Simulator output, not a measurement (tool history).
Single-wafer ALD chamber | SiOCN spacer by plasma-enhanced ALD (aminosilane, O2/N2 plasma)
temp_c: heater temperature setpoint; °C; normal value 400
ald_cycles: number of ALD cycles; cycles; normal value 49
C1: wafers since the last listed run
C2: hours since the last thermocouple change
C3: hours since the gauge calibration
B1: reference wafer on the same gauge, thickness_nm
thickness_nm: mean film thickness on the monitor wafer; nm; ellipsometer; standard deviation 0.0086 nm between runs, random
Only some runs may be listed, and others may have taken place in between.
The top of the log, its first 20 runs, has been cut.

run 21 hour=862.6 | temp_c=400 ald_cycles=49 | C1=221 C2=736.2 C3=72.6 | B1=2.818 | thickness_nm=2.595
run 22 hour=911.8 | temp_c=406 ald_cycles=54 | C1=184 C2=785.4 C3=121.8 | B1=2.822 | thickness_nm=2.821
run 23 hour=936.8 | temp_c=414 ald_cycles=45 | C1=93 C2=810.4 C3=146.8 | B1=2.818 | thickness_nm=2.297
run 24 hour=999.2 | temp_c=400 ald_cycles=49 | C1=234 C2=872.8 C3=209.2 | B1=2.823 | thickness_nm=2.598
run 25 hour=1048.8 | temp_c=412 ald_cycles=41 | C1=186 C2=922.4 C3=258.8 | B1=2.820 | thickness_nm=2.096
run 26 hour=1093.4 | temp_c=414 ald_cycles=55 | C1=167 C2=967.0 C3=303.4 | B1=2.823 | thickness_nm=2.798
run 27 hour=1138.4 | temp_c=400 ald_cycles=49 | C1=168 C2=1012.0 C3=348.4 | B1=2.818 | thickness_nm=2.581
-- hour=1166.9 thermocouple changed; heater temperature recalibrated
run 28 hour=1194.6 | temp_c=400 ald_cycles=49 | C1=180 C2=27.7 C3=404.6 | B1=2.819 | thickness_nm=2.618
run 29 hour=1257.0 | temp_c=394 ald_cycles=57 | C1=234 C2=90.1 C3=467.0 | B1=2.821 | thickness_nm=3.045
run 30 hour=1318.2 | temp_c=393 ald_cycles=57 | C1=229 C2=151.3 C3=528.2 | B1=2.821 | thickness_nm=3.049
run 31 hour=1362.3 | temp_c=400 ald_cycles=56 | C1=165 C2=195.4 C3=572.3 | B1=2.817 | thickness_nm=2.982
run 32 hour=1406.8 | temp_c=411 ald_cycles=44 | C1=167 C2=239.9 C3=616.8 | B1=2.817 | thickness_nm=2.273
run 33 hour=1473.0 | temp_c=400 ald_cycles=53 | C1=248 C2=306.1 C3=683.0 | B1=2.822 | thickness_nm=2.808
run 34 hour=1606.6 | temp_c=387 ald_cycles=46 | C1=501 C2=439.7 C3=816.6 | B1=2.820 | thickness_nm=2.455
run 35 hour=1644.6 | temp_c=387 ald_cycles=55 | C1=142 C2=477.7 C3=854.6 | B1=2.818 | thickness_nm=2.936
run 36 hour=1671.0 | temp_c=400 ald_cycles=49 | C1=99 C2=504.1 C3=881.0 | B1=2.820 | thickness_nm=2.600
run 37 hour=1883.4 | temp_c=409 ald_cycles=52 | C1=797 C2=716.5 C3=1093.4 | B1=2.818 | thickness_nm=2.682

Forecast each of these 4 alternatives for the next run:
run A hour=1883.9 | temp_c=400 ald_cycles=57 | C1=1 C2=717.0 C3=1093.9 | B1=? | thickness_nm=?
run B hour=1883.9 | temp_c=387 ald_cycles=44 | C1=1 C2=717.0 C3=1093.9 | B1=? | thickness_nm=?
run C hour=1883.9 | temp_c=387 ald_cycles=49 | C1=1 C2=717.0 C3=1093.9 | B1=? | thickness_nm=?
run D hour=1883.9 | temp_c=411 ald_cycles=43 | C1=1 C2=717.0 C3=1093.9 | B1=? | thickness_nm=?

run=A B1=2.817 thickness_nm=3.006
run=B B1=2.817 thickness_nm=2.347
run=C B1=2.817 thickness_nm=2.613
run=D B1=2.817 thickness_nm=2.199
With the hidden condition removed and each run's random variation left untouched, the same runs would have given:
run=A thickness_nm=3.040
run=B thickness_nm=2.347
run=C thickness_nm=2.613
run=D thickness_nm=2.225
